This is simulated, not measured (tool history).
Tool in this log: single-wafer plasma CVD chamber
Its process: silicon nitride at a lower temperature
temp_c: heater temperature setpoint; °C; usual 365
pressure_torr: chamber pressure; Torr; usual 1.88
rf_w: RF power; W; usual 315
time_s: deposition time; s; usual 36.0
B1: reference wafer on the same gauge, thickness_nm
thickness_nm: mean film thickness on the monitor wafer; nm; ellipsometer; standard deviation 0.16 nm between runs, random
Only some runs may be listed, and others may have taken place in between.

Run 1, hour 0.0: usual settings; B1 40.132. Result: thickness_nm 46.738 nm.
Run 2, hour 32.9: usual settings; B1 40.142. Result: thickness_nm 46.472 nm.
Run 3, hour 79.2: usual settings; B1 40.182. Result: thickness_nm 46.713 nm.
Run 4, hour 104.7: usual settings; B1 40.225. Result: thickness_nm 46.576 nm.
At hour 138.7: capacitance manometer re-zeroed and calibrated.
Run 5, hour 161.5: usual settings but pressure_torr 2.10 Torr, rf_w 360 W; B1 40.281. Result: thickness_nm 52.984 nm.
Run 6, hour 287.5: usual settings but pressure_torr 2.10 Torr, rf_w 360 W; B1 40.424. Result: thickness_nm 52.687 nm.
Run 7, hour 451.4: usual settings but pressure_torr 2.10 Torr, rf_w 360 W; B1 40.678. Result: thickness_nm 53.021 nm.
Run 8, hour 519.9: usual settings; B1 40.785. Result: thickness_nm 47.544 nm.
At hour 520.2: gauge calibrated.
Run 9, hour 589.7: usual settings but pressure_torr 2.04 Torr; B1 40.139. Result: thickness_nm 47.819 nm.
Run 10, hour 615.3: usual settings but pressure_torr 2.26 Torr, rf_w 340 W; B1 40.130. Result: thickness_nm 51.472 nm.
At hour 624.1: thermocouple changed; heater temperature recalibrated.
Run 11, hour 644.2: usual settings but temp_c 361 °C, pressure_torr 2.11 Torr; B1 40.148. Result: thickness_nm 48.040 nm.
At hour 712.1: showerhead replaced.
Run 12, hour 712.6: usual settings but temp_c 360 °C, pressure_torr 2.26 Torr, time_s 31.3 s; B1 40.153. Result: thickness_nm 42.442 nm.
Run 13, hour 766.5: usual settings; B1 40.159. Result: thickness_nm 46.930 nm.
Run 14, hour 839.6: usual settings but time_s 38.1 s; B1 40.198. Result: thickness_nm 49.539 nm.
Run 15, hour 884.1: usual settings but temp_c 354 °C, pressure_torr 1.68 Torr, rf_w 340 W, time_s 42.6 s; B1 40.247. Result: thickness_nm 57.212 nm.
Run 16, hour 947.5: usual settings but rf_w 300 W, time_s 31.7 s; B1 40.236. Result: thickness_nm 39.877 nm.
Run 17, hour 979.5: usual settings but pressure_torr 1.63 Torr; B1 40.326. Result: thickness_nm 45.311 nm.
Run 18, hour 1024.2: usual settings but rf_w 300 W, time_s 31.7 s; B1 40.336. Result: thickness_nm 39.809 nm.
At hour 1043.3: RF generator calibrated.
Run 19, hour 1094.0: usual settings but temp_c 352 °C; B1 40.385. Result: thickness_nm 46.900 nm.
Run 20, hour 1150.0: usual settings; B1 40.437. Result: thickness_nm 47.070 nm.
Run 21, hour 1207.0: usual settings but temp_c 377 °C, pressure_torr 1.67 Torr, time_s 33.2 s; B1 40.503. Result: thickness_nm 42.431 nm.
Run 22, hour 1242.0: usual settings but time_s 41.9 s; B1 40.561. Result: thickness_nm 54.858 nm.
Run 23, hour 1271.5: usual settings but time_s 42.3 s; B1 40.600. Result: thickness_nm 55.603 nm.
Run 24, hour 1318.6: usual settings but pressure_torr 2.06 Torr, rf_w 285 W, time_s 42.8 s; B1 40.642. Result: thickness_nm 53.025 nm.
Run 25, hour 1356.4: usual settings but pressure_torr 1.61 Torr, rf_w 340 W, time_s 33.5 s; B1 40.702. Result: thickness_nm 44.966 nm.
Run 26, hour 1388.2: usual settings but rf_w 360 W; B1 40.737. Result: thickness_nm 51.916 nm.
Run 27, hour 1413.5: usual settings; B1 40.763. Result: thickness_nm 47.491 nm.
Run 28, hour 1456.2: usual settings but temp_c 360 °C, pressure_torr 2.26 Torr, time_s 31.3 s; B1 40.853. Result: thickness_nm 43.315 nm.

Here are 5 independent what-if runs from the current tool condition. What would each one return?
Run A, hour 1456.6: usual settings; B1 ?. Result: thickness_nm ?.
Run B, hour 1456.6: usual settings but temp_c 360 °C, time_s 31.2 s; B1 ?. Result: thickness_nm ?.
Run C, hour 1456.6: usual settings but rf_w 270 W, time_s 33.7 s; B1 ?. Result: thickness_nm ?.
Run D, hour 1456.6: usual settings but temp_c 371 °C, pressure_torr 1.73 Torr, rf_w 335 W; B1 ?. Result: thickness_nm ?.
Run E, hour 1456.6: usual settings but time_s 30.5 s; B1 ?. Result: thickness_nm ?.

run      B1  thickness_nm
  A  40.835        47.680
  B  40.835        41.417
  C  40.835        39.794
  D  40.835        48.746
  E  40.835        40.410
Without the tool's hidden state the same runs would have given:
run  thickness_nm
  A        46.804
  B        40.657
  C        39.063
  D        47.851
  E        39.668
